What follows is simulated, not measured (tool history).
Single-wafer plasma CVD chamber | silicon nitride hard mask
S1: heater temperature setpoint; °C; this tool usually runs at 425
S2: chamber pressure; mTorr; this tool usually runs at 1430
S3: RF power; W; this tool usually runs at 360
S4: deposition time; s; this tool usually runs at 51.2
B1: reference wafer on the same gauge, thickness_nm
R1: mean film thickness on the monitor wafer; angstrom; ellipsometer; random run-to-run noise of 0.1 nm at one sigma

run	day	S1	S2	S3	S4	B1	R1
1	0	425	1190	360	51.2	78.058	628.01
2	0.746	433	1430	360	51.2	77.977	660.4
3	1.475	433	1430	360	51.2	77.886	658.37
4	2.133	425	1430	360	51.2	77.812	662.16
# day 4.112: capacitance manometer re-zeroed and calibrated
5	4.133	417	1430	360	56.5	77.74	730.04
# day 4.533: thermocouple changed; heater temperature recalibrated
# day 4.854: showerhead replaced
6	4.875	425	1430	360	51.2	77.77	661.62
7	4.888	425	1600	360	51.2	77.664	682.55
8	4.938	425	1430	360	51.2	77.677	661.52
9	5.192	425	1240	360	51.2	77.642	632.83
# day 5.638: RF generator calibrated
10	5.708	425	1220	360	51.2	77.684	629.71
# day 5.721: gauge calibrated
11	6.388	425	1090	330	51.2	78.177	591.69
12	6.979	425	1180	360	51.2	78.131	624.76
13	7.396	425	1200	360	55.1	78.108	675.86
14	7.679	425	1430	360	51.2	78.051	663.92
15	8.004	419	1430	360	51.2	77.957	664.83
16	8.4	420	1430	300	47.6	77.96	577.87
17	8.654	425	1430	360	51.2	77.87	662.81
18	9.008	417	1430	360	56.5	77.961	734.36
19	9.754	425	1780	360	43	77.924	592.19

5 options for the next run, each taken on its own from the tool as it stands now. Forecast them:
A	9.771	425	1430	430	51.2	?	?
B	9.771	425	1690	360	59	?	?
C	9.771	425	1250	380	45	?	?
D	9.771	434	1780	360	51.2	?	?
E	9.771	438	1290	420	51.2	?	?

run	B1	R1
A	77.953	710.64
B	77.953	803.41
C	77.953	571.24
D	77.953	704.44
E	77.953	677.68
Without the tool's hidden state the same runs would have given:
run	R1
A	714.49
B	807.76
C	574.33
D	708.25
E	681.35

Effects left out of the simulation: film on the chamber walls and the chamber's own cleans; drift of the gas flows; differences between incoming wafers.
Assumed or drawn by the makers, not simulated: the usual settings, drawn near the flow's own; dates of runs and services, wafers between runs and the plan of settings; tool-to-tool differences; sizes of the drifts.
